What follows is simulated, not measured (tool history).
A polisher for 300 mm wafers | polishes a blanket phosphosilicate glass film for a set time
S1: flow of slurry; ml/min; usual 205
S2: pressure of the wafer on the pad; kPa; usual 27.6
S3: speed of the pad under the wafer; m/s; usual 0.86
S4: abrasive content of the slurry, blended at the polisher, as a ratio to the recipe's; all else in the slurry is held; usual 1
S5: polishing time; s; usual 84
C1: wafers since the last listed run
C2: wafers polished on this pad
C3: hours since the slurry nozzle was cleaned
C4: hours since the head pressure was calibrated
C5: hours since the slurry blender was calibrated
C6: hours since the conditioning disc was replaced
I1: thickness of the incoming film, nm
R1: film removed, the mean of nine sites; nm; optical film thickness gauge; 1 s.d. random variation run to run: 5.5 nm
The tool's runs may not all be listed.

run 1 hour=0 | S1=205 S2=24.8 S3=0.86 S4=1 S5=84 | C1=0 C2=1685 C3=760.1 C4=59.3 C5=453 C6=197.6 | I1=4134.1 | R1=814.8
-- hour=17.1 slurry nozzle cleaned
run 2 hour=61.2 | S1=205 S2=24.8 S3=0.86 S4=1 S5=84 | C1=462 C2=2147 C3=44.1 C4=120.5 C5=514.2 C6=258.8 | I1=4029.4 | R1=796.8
-- hour=80.8 slurry blender recalibrated
run 3 hour=125.2 | S1=155 S2=27.6 S3=0.86 S4=1.25 S5=84 | C1=475 C2=2623 C3=108.1 C4=184.5 C5=44.4 C6=322.8 | I1=4025.4 | R1=908.7
run 4 hour=175.6 | S1=155 S2=27.6 S3=0.86 S4=1.25 S5=84 | C1=386 C2=3010 C3=158.5 C4=234.9 C5=94.8 C6=373.2 | I1=3998.1 | R1=905
run 5 hour=214.9 | S1=235 S2=27.6 S3=1.06 S4=1 S5=84 | C1=301 C2=3311 C3=197.8 C4=274.2 C5=134.1 C6=412.5 | I1=4043.6 | R1=977.5
run 6 hour=266 | S1=205 S2=27.6 S3=0.86 S4=1 S5=84 | C1=392 C2=3703 C3=248.9 C4=325.3 C5=185.2 C6=463.6 | I1=4014.9 | R1=848.5
-- hour=282.8 worn pad replaced by a new one
run 7 hour=328.1 | S1=165 S2=27.6 S3=0.98 S4=1 S5=84 | C1=445 C2=347 C3=311 C4=387.4 C5=247.3 C6=525.7 | I1=4009.4 | R1=885.7
-- hour=347.3 conditioning disc replaced and pad reconditioned
run 8 hour=393.2 | S1=205 S2=27.6 S3=0.98 S4=1 S5=84 | C1=484 C2=832 C3=376.1 C4=452.5 C5=312.4 C6=45.9 | I1=4008.2 | R1=963.8
run 9 hour=460.8 | S1=205 S2=27.6 S3=0.86 S4=1 S5=84 | C1=518 C2=1350 C3=443.7 C4=520.1 C5=380 C6=113.5 | I1=4035.2 | R1=884.5
run 10 hour=522.9 | S1=205 S2=27.6 S3=0.86 S4=1 S5=84 | C1=476 C2=1827 C3=505.8 C4=582.2 C5=442.1 C6=175.6 | I1=4146.6 | R1=866.9
run 11 hour=584.9 | S1=205 S2=24.1 S3=1.08 S4=1.3 S5=102 | C1=475 C2=2303 C3=567.8 C4=644.2 C5=504.1 C6=237.6 | I1=4107.2 | R1=1234.6
-- hour=641 slurry blender recalibrated
run 12 hour=641.7 | S1=205 S2=27.6 S3=0.86 S4=1 S5=84 | C1=420 C2=2724 C3=624.6 C4=701 C5=0.7 C6=294.4 | I1=4100.2 | R1=852.5
run 13 hour=690.8 | S1=205 S2=27.6 S3=0.94 S4=1 S5=84 | C1=376 C2=3100 C3=673.7 C4=750.1 C5=49.8 C6=343.5 | I1=4067 | R1=902.4
run 14 hour=724.6 | S1=205 S2=30.3 S3=0.86 S4=1.1 S5=84 | C1=259 C2=3360 C3=707.5 C4=783.9 C5=83.6 C6=377.3 | I1=4094.8 | R1=961.2
-- hour=738.5 worn pad replaced by a new one
run 15 hour=755 | S1=225 S2=27.6 S3=1 S4=1 S5=84 | C1=202 C2=126 C3=737.9 C4=814.3 C5=114 C6=407.7 | I1=4025.7 | R1=934.2
-- hour=789.4 slurry nozzle cleaned
-- hour=820 conditioning disc replaced and pad reconditioned
run 16 hour=946 | S1=165 S2=27.6 S3=0.86 S4=1 S5=92 | C1=1442 C2=1569 C3=156.6 C4=1005.3 C5=305 C6=126 | I1=4120.1 | R1=922.5
run 17 hour=1005.8 | S1=260 S2=27.6 S3=0.86 S4=1 S5=84 | C1=458 C2=2028 C3=216.4 C4=1065.1 C5=364.8 C6=185.8 | I1=4068.7 | R1=889.7
run 18 hour=1036.9 | S1=205 S2=27.6 S3=0.86 S4=0.8 S5=84 | C1=238 C2=2267 C3=247.5 C4=1096.2 C5=395.9 C6=216.9 | I1=3996.1 | R1=751.2
-- hour=1145.2 slurry blender recalibrated
-- hour=1190.5 worn pad replaced by a new one
run 19 hour=1192.4 | S1=205 S2=27.6 S3=0.86 S4=1.2 S5=94 | C1=1147 C2=14 C3=403 C4=1251.7 C5=47.2 C6=372.4 | I1=4069.7 | R1=1051.2
-- hour=1195.1 head pressure recalibrated
run 20 hour=1228.7 | S1=205 S2=37.2 S3=0.86 S4=1 S5=84 | C1=263 C2=277 C3=439.3 C4=33.6 C5=83.5 C6=408.7 | I1=4114.1 | R1=1033.4
run 21 hour=1270.7 | S1=205 S2=27.6 S3=0.86 S4=1 S5=84 | C1=322 C2=600 C3=481.3 C4=75.6 C5=125.5 C6=450.7 | I1=4062.4 | R1=854.1
run 22 hour=1327.6 | S1=205 S2=17.9 S3=0.72 S4=0.85 S5=84 | C1=436 C2=1036 C3=538.2 C4=132.5 C5=182.4 C6=507.6 | I1=4093.3 | R1=533.2
-- hour=1359.2 conditioning disc replaced and pad reconditioned
run 23 hour=1389.5 | S1=205 S2=21.4 S3=0.86 S4=0.75 S5=84 | C1=459 C2=1496 C3=600.1 C4=194.4 C5=244.3 C6=30.3 | I1=4135.4 | R1=629.4
run 24 hour=1425.3 | S1=145 S2=27.6 S3=0.64 S4=1 S5=84 | C1=274 C2=1771 C3=635.9 C4=230.2 C5=280.1 C6=66.1 | I1=4123.7 | R1=700.1
run 25 hour=1453.9 | S1=205 S2=32.4 S3=1.04 S4=1 S5=84 | C1=219 C2=1990 C3=664.5 C4=258.8 C5=308.7 C6=94.7 | I1=4069.5 | R1=1098.8
-- hour=1461.1 slurry nozzle cleaned
run 26 hour=1519 | S1=230 S2=27.6 S3=0.86 S4=1 S5=84 | C1=491 C2=2482 C3=57.9 C4=323.9 C5=373.8 C6=159.8 | I1=4138.8 | R1=869.9

Selected run-to-run steps in R1, each split into two signed amounts: the part the tool would show with no hidden state at all (from settings, incoming material and random variation), and the remainder, which goes to the hidden state together with any gauge scatter not common to the measured and the hidden-state-free results:
Hidden state at play: removal rate lost through wear of the pad, %; slurry flow missing at the pad, %; deviation of the head's pressure from its setpoint, %; abrasive missing from the slurry, %; time polished since the conditioner stopped cutting, s.
Run 7 -> 8: S1 165 -> 205, conditioning disc replaced and pad reconditioned. R1 +78.1 nm: hidden state +51.2, all else +26.9.
Run 11 -> 12: S2 24.1 -> 27.6, S3 1.08 -> 0.86, S4 1.3 -> 1, S5 102 -> 84, slurry blender recalibrated. R1 -382.1 nm: hidden state +24.5, all else -406.6.
Run 24 -> 25: S1 145 -> 205, S2 27.6 -> 32.4, S3 0.64 -> 1.04. R1 +398.7 nm: hidden state -42, all else +440.7.
